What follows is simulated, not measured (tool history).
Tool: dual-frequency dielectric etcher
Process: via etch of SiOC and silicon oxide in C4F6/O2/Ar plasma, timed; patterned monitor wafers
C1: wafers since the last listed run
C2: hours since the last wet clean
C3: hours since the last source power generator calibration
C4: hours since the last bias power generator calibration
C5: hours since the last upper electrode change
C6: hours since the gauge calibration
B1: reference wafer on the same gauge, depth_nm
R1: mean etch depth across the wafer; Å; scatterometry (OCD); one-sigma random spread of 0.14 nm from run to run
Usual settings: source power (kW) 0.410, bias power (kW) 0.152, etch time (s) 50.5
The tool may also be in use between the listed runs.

run 1 hour=0.0 | source_power_(kW)=0.410 bias_power_(kW)=0.143 etch_time_(s)=55.0 | C1=0 C2=318.2 C3=223.4 C4=608.3 C5=2370.0 C6=35.9 | B1=42.3 | R1=537
run 2 hour=80.9 | source_power_(kW)=0.410 bias_power_(kW)=0.143 etch_time_(s)=55.0 | C1=1387 C2=399.1 C3=304.3 C4=689.2 C5=2450.9 C6=116.8 | B1=42.3 | R1=530
-- hour=133.8 wet clean of the chamber
run 3 hour=389.0 | source_power_(kW)=0.410 bias_power_(kW)=0.143 etch_time_(s)=55.0 | C1=4872 C2=255.2 C3=612.4 C4=997.3 C5=2759.0 C6=424.9 | B1=42.3 | R1=538
run 4 hour=487.3 | source_power_(kW)=0.460 bias_power_(kW)=0.152 etch_time_(s)=50.5 | C1=1685 C2=353.5 C3=710.7 C4=1095.6 C5=2857.3 C6=523.2 | B1=42.3 | R1=516
-- hour=573.3 wet clean of the chamber
run 5 hour=573.8 | source_power_(kW)=0.490 bias_power_(kW)=0.152 etch_time_(s)=50.5 | C1=1071 C2=0.5 C3=797.2 C4=1182.1 C5=2943.8 C6=609.7 | B1=42.3 | R1=547
run 6 hour=647.3 | source_power_(kW)=0.490 bias_power_(kW)=0.152 etch_time_(s)=50.5 | C1=1260 C2=74.0 C3=870.7 C4=1255.6 C5=3017.3 C6=683.2 | B1=42.3 | R1=543
run 7 hour=745.6 | source_power_(kW)=0.490 bias_power_(kW)=0.152 etch_time_(s)=50.5 | C1=1685 C2=172.3 C3=969.0 C4=1353.9 C5=3115.6 C6=781.5 | B1=42.3 | R1=539
-- hour=1017.7 wet clean of the chamber
run 8 hour=1062.8 | source_power_(kW)=0.410 bias_power_(kW)=0.152 etch_time_(s)=50.5 | C1=5028 C2=45.1 C3=1286.2 C4=1671.1 C5=3432.8 C6=1098.7 | B1=42.3 | R1=515
run 9 hour=1151.0 | source_power_(kW)=0.450 bias_power_(kW)=0.152 etch_time_(s)=50.5 | C1=1512 C2=133.3 C3=1374.4 C4=1759.3 C5=3521.0 C6=1186.9 | B1=42.3 | R1=522
run 10 hour=1226.8 | source_power_(kW)=0.410 bias_power_(kW)=0.152 etch_time_(s)=50.5 | C1=1299 C2=209.1 C3=1450.2 C4=1835.1 C5=3596.8 C6=1262.7 | B1=42.3 | R1=507
-- hour=1241.2 gauge calibrated
run 11 hour=1322.1 | source_power_(kW)=0.410 bias_power_(kW)=0.152 etch_time_(s)=50.5 | C1=1634 C2=304.4 C3=1545.5 C4=1930.4 C5=3692.1 C6=80.9 | B1=42.3 | R1=505
run 12 hour=1371.7 | source_power_(kW)=0.380 bias_power_(kW)=0.167 etch_time_(s)=57.0 | C1=850 C2=354.0 C3=1595.1 C4=1980.0 C5=3741.7 C6=130.5 | B1=42.3 | R1=567
run 13 hour=1452.4 | source_power_(kW)=0.380 bias_power_(kW)=0.167 etch_time_(s)=57.0 | C1=1383 C2=434.7 C3=1675.8 C4=2060.7 C5=3822.4 C6=211.2 | B1=42.3 | R1=564
-- hour=1485.0 wet clean of the chamber
-- hour=1518.2 bias power generator calibrated
-- hour=1522.0 upper electrode replaced
run 14 hour=1534.3 | source_power_(kW)=0.410 bias_power_(kW)=0.173 etch_time_(s)=50.5 | C1=858 C2=49.3 C3=1757.7 C4=16.1 C5=12.3 C6=293.1 | B1=42.3 | R1=538
run 15 hour=1638.2 | source_power_(kW)=0.410 bias_power_(kW)=0.152 etch_time_(s)=50.5 | C1=1781 C2=153.2 C3=1861.6 C4=120.0 C5=116.2 C6=397.0 | B1=42.3 | R1=511
run 16 hour=1687.1 | source_power_(kW)=0.350 bias_power_(kW)=0.184 etch_time_(s)=37.5 | C1=838 C2=202.1 C3=1910.5 C4=168.9 C5=165.1 C6=445.9 | B1=42.3 | R1=383
-- hour=1751.1 source power generator calibrated
run 17 hour=1753.9 | source_power_(kW)=0.380 bias_power_(kW)=0.173 etch_time_(s)=57.0 | C1=1076 C2=268.9 C3=2.8 C4=235.7 C5=231.9 C6=512.7 | B1=42.3 | R1=573
run 18 hour=1824.6 | source_power_(kW)=0.410 bias_power_(kW)=0.143 etch_time_(s)=55.0 | C1=1212 C2=339.6 C3=73.5 C4=306.4 C5=302.6 C6=583.4 | B1=42.3 | R1=535
run 19 hour=1894.7 | source_power_(kW)=0.410 bias_power_(kW)=0.170 etch_time_(s)=64.0 | C1=1202 C2=409.7 C3=143.6 C4=376.5 C5=372.7 C6=653.5 | B1=42.3 | R1=645
run 20 hour=1948.3 | source_power_(kW)=0.410 bias_power_(kW)=0.152 etch_time_(s)=40.0 | C1=919 C2=463.3 C3=197.2 C4=430.1 C5=426.3 C6=707.1 | B1=42.3 | R1=393
-- hour=2003.5 wet clean of the chamber
run 21 hour=2051.7 | source_power_(kW)=0.510 bias_power_(kW)=0.152 etch_time_(s)=50.5 | C1=1361 C2=48.2 C3=300.6 C4=533.5 C5=529.7 C6=810.5 | B1=42.3 | R1=542
run 22 hour=2209.8 | source_power_(kW)=0.410 bias_power_(kW)=0.167 etch_time_(s)=35.5 | C1=2711 C2=206.3 C3=458.7 C4=691.6 C5=687.8 C6=968.6 | B1=42.3 | R1=363

Predict each of these 4 candidate next runs independently; none follows another, all start after run 22:
run A hour=2210.2 | source_power_(kW)=0.410 bias_power_(kW)=0.190 etch_time_(s)=50.5 | C1=6 C2=206.7 C3=459.1 C4=692.0 C5=688.2 C6=969.0 | B1=? | R1=?
run B hour=2210.2 | source_power_(kW)=0.500 bias_power_(kW)=0.139 etch_time_(s)=40.5 | C1=6 C2=206.7 C3=459.1 C4=692.0 C5=688.2 C6=969.0 | B1=? | R1=?
run C hour=2210.2 | source_power_(kW)=0.410 bias_power_(kW)=0.152 etch_time_(s)=41.5 | C1=6 C2=206.7 C3=459.1 C4=692.0 C5=688.2 C6=969.0 | B1=? | R1=?
run D hour=2210.2 | source_power_(kW)=0.500 bias_power_(kW)=0.152 etch_time_(s)=50.5 | C1=6 C2=206.7 C3=459.1 C4=692.0 C5=688.2 C6=969.0 | B1=? | R1=?

run=A B1=42.3 R1=538
run=B B1=42.3 R1=420
run=C B1=42.3 R1=416
run=D B1=42.3 R1=536
Stripped of hidden state, with their random variation kept, the same runs would have yielded:
run=A R1=544
run=B R1=425
run=C R1=421
run=D R1=542
